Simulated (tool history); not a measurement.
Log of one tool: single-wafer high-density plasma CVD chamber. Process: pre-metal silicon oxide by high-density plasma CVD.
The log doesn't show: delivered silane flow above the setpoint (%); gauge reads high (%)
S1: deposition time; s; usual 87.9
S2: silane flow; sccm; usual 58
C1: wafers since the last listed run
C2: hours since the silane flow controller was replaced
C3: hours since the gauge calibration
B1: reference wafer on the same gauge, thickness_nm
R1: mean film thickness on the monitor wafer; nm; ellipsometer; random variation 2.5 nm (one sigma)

| run | hour | S1 | S2 | C1 | C2 | C3 | B1 | R1 |
|---|---|---|---|---|---|---|---|---|
| 1 | 0 | 84.2 | 66 | 0 | 1500.1 | 267.5 | 461.765 | 565.203 |
| 2 | 25.1 | 84.2 | 66 | 307 | 1525.2 | 292.6 | 462.039 | 560.811 |
| 3 | 57.4 | 84.2 | 66 | 395 | 1557.5 | 324.9 | 461.914 | 565.509 |
| 4 | 103.9 | 87.9 | 52 | 569 | 1604 | 371.4 | 461.626 | 463.452 |
| 5 | 130.6 | 87.9 | 58 | 326 | 1630.7 | 398.1 | 462.171 | 516.551 |
| 6 | 174.2 | 87.9 | 58 | 533 | 1674.3 | 441.7 | 462.283 | 517.569 |
|  | 199.6 | gauge calibrated |
| 7 | 238.1 | 87.9 | 58 | 781 | 1738.2 | 38.5 | 461.753 | 517.915 |
| 8 | 263.2 | 97.6 | 58 | 307 | 1763.3 | 63.6 | 462.384 | 576.405 |
|  | 291.6 | silane flow controller replaced |
| 9 | 292.1 | 87.9 | 64 | 255 | 0.5 | 92.5 | 461.76 | 547.111 |
| 10 | 326.6 | 99 | 65 | 422 | 35 | 127 | 462.221 | 626.03 |
| 11 | 364.6 | 99.7 | 62 | 465 | 73 | 165 | 462.426 | 599.302 |
|  | 390.6 | silane flow controller replaced, repeated, since the last time left the tool worse |
| 12 | 413.6 | 94.2 | 48 | 501 | 23 | 214 | 461.539 | 478.541 |
| 13 | 467.2 | 76.8 | 68 | 655 | 76.6 | 267.6 | 462.482 | 549.351 |
| 14 | 496.1 | 93.3 | 62 | 353 | 105.5 | 296.5 | 461.317 | 607.181 |
| 15 | 544.8 | 87.9 | 58 | 595 | 154.2 | 345.2 | 461.876 | 532.449 |
|  | 557.2 | gauge calibrated |
| 16 | 571.4 | 97.7 | 62 | 325 | 180.8 | 14.2 | 461.815 | 634.33 |
| 17 | 634.5 | 87.9 | 52 | 772 | 243.9 | 77.3 | 461.8 | 474.647 |

Forecast each of these 5 alternatives for the next run:
| A | 634.9 | 87.9 | 58 | 4 | 244.3 | 77.7 | ? | ? |
| B | 634.9 | 87.9 | 51 | 4 | 244.3 | 77.7 | ? | ? |
| C | 634.9 | 103 | 66 | 4 | 244.3 | 77.7 | ? | ? |
| D | 634.9 | 77.9 | 50 | 4 | 244.3 | 77.7 | ? | ? |
| E | 634.9 | 95.7 | 53 | 4 | 244.3 | 77.7 | ? | ? |

| run | B1 | R1 |
|---|---|---|
| A | 462.231 | 532.119 |
| B | 462.231 | 467.898 |
| C | 462.231 | 709.534 |
| D | 462.231 | 406.537 |
| E | 462.231 | 529.395 |
Without the tool's hidden state the same runs would have given:
| run | R1 |
|---|---|
| A | 536.083 |
| B | 471.384 |
| C | 714.82 |
| D | 409.565 |
| E | 533.339 |

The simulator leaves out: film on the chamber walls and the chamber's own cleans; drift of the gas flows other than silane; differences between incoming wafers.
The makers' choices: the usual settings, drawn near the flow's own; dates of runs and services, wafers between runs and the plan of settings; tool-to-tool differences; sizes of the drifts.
